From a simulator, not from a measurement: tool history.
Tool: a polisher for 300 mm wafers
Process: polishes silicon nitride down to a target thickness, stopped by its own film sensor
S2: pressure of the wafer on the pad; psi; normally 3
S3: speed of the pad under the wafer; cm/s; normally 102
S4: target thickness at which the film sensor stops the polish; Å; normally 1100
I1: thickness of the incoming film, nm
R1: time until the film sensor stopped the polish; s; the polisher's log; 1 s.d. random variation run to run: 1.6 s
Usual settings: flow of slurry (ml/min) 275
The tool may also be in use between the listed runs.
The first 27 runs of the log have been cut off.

{"run": 28, "day": 61.867, "flow of slurry (ml/min)": 275, "S2": 3, "S3": 80, "S4": 1100, "I1": 244.1, "R1": 104.3}
{"day": 62.496, "done": "worn pad replaced by a new one"}
{"day": 62.854, "done": "head pressure recalibrated"}
{"run": 29, "day": 64.617, "flow of slurry (ml/min)": 360, "S2": 3, "S3": 114, "S4": 1100, "I1": 240.4, "R1": 73.2}
{"run": 30, "day": 66.65, "flow of slurry (ml/min)": 330, "S2": 3.7, "S3": 126, "S4": 1340, "I1": 241.1, "R1": 48.2}
{"run": 31, "day": 67.746, "flow of slurry (ml/min)": 185, "S2": 3.5, "S3": 120, "S4": 960, "I1": 241.1, "R1": 79}
{"run": 32, "day": 70.062, "flow of slurry (ml/min)": 275, "S2": 3, "S3": 128, "S4": 840, "I1": 237.5, "R1": 85.9}
{"run": 33, "day": 71.675, "flow of slurry (ml/min)": 185, "S2": 2.3, "S3": 102, "S4": 1100, "I1": 235.5, "R1": 112}
{"run": 34, "day": 73.3, "flow of slurry (ml/min)": 350, "S2": 3.9, "S3": 102, "S4": 1100, "I1": 240.5, "R1": 65.3}
{"run": 35, "day": 75.517, "flow of slurry (ml/min)": 365, "S2": 3, "S3": 102, "S4": 720, "I1": 242.5, "R1": 111.7}
{"day": 77.4, "done": "slurry nozzle cleaned"}
{"run": 36, "day": 77.946, "flow of slurry (ml/min)": 275, "S2": 3, "S3": 102, "S4": 1100, "I1": 239.6, "R1": 78.9}

What if the next run were any one of these 5? Each begins from the tool's condition after run 36:
{"run": "A", "day": 77.962, "flow of slurry (ml/min)": 210, "S2": 3, "S3": 102, "S4": 1100, "I1": 240.8, "R1": "?"}
{"run": "B", "day": 77.962, "flow of slurry (ml/min)": 275, "S2": 2.1, "S3": 114, "S4": 1400, "I1": 240.8, "R1": "?"}
{"run": "C", "day": 77.962, "flow of slurry (ml/min)": 335, "S2": 2.1, "S3": 102, "S4": 1100, "I1": 240.8, "R1": "?"}
{"run": "D", "day": 77.962, "flow of slurry (ml/min)": 305, "S2": 3, "S3": 90, "S4": 1100, "I1": 240.8, "R1": "?"}
{"run": "E", "day": 77.962, "flow of slurry (ml/min)": 335, "S2": 3, "S3": 102, "S4": 1470, "I1": 240.8, "R1": "?"}

run=A R1=84.9
run=B R1=81
run=C R1=112.8
run=D R1=89.9
run=E R1=57.8
With no hidden state in the tool, these same runs would have given:
run=A R1=84
run=B R1=80.4
run=C R1=112.1
run=D R1=89.3
run=E R1=57.5
